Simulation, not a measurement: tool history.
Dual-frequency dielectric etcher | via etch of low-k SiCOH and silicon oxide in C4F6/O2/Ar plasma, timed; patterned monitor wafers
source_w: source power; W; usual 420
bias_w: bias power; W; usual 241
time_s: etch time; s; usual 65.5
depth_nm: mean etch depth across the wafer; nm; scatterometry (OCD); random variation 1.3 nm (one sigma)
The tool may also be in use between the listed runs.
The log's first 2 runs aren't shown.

run    day  source_w  bias_w  time_s  read-back reference wafer on the same gauge, depth_nm  depth_nm
  3  0.962       380     241    65.5                                                  197.9     199.6
  4  1.583       420     241    65.5                                                  198.0     208.1
     2.192  -- bias power generator calibrated
  5  2.275       420     241    65.5                                                  197.9     206.1
  6  2.554       420     204    65.5                                                  197.9     196.3
  7  2.804       420     204    65.5                                                  197.7     195.4
  8  3.546       420     241    52.5                                                  198.0     166.4
     4.804  -- upper electrode replaced
  9  4.825       420     241    52.5                                                  198.3     166.7
 10  4.842       390     241    65.5                                                  197.8     202.0
 11  4.854       420     241    65.5                                                  197.8     207.0
 12  5.512       390     183    56.0                                                  198.2     159.2
     6.592  -- wet clean of the chamber
 13  6.612       420     241    76.0                                                  197.7     247.8
 14  7.646       390     261    65.5                                                  197.9     213.6
     7.796  -- gauge calibrated
 15  7.946       420     241    58.5                                                  198.1     188.9
 16  8.246       420     271    65.5                                                  198.4     220.9
 17  8.750       490     210    81.5                                                  198.2     266.4

Run 18 comes next. What will it give?
 18  9.054       450     221    79.5                                                      ?         ?

{"run 18": {"read-back reference wafer on the same gauge, depth_nm": 198.2, "depth_nm": 259.8}}
Without the tool's hidden state the same run would have given depth_nm 243.8 nm.
